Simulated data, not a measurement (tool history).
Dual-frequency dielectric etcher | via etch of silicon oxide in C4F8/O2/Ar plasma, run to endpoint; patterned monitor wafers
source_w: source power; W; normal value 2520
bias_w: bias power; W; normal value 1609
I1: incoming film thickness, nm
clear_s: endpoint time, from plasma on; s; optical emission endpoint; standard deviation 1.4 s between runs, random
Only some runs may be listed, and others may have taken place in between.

Run 1, hour 0: usual settings; I1 837.5. Result: clear_s 165.1 s.
Run 2, hour 26.1: usual settings; I1 839.7. Result: clear_s 165.1 s.
Run 3, hour 49.3: usual settings but source_w 2940 W; I1 846.3. Result: clear_s 159.7 s.
Run 4, hour 112.1: usual settings but source_w 2940 W; I1 841.3. Result: clear_s 158.7 s.
Run 5, hour 141: usual settings but source_w 2940 W; I1 845.1. Result: clear_s 158.8 s.
Run 6, hour 167: usual settings; I1 843.1. Result: clear_s 169 s.
Run 7, hour 187.9: usual settings; I1 840.7. Result: clear_s 168.2 s.
Run 8, hour 210.5: usual settings but bias_w 1746 W; I1 842.2. Result: clear_s 167.1 s.
Run 9, hour 226.8: usual settings; I1 837.8. Result: clear_s 168.1 s.
Run 10, hour 243.6: usual settings but bias_w 1490 W; I1 834.5. Result: clear_s 174.8 s.
At hour 254.5: source power generator calibrated.
At hour 283.8: upper electrode replaced, of another model than before.
Run 11, hour 326.5: usual settings but source_w 2180 W; I1 830.4. Result: clear_s 180.9 s.
At hour 404.5: wet clean of the chamber.
Run 12, hour 431.8: usual settings; I1 835.8. Result: clear_s 162.6 s.
Run 13, hour 462.9: usual settings but bias_w 1746 W; I1 837.2. Result: clear_s 155.5 s.

Run 14 is up next; what results do you expect?
Run 14, hour 492.5: usual settings; I1 843.7. Result: clear_s ?.

clear_s: 164.8 s
On a tool with no hidden condition, and with the same random variation, this run would have come out at clear_s 162.5 s.
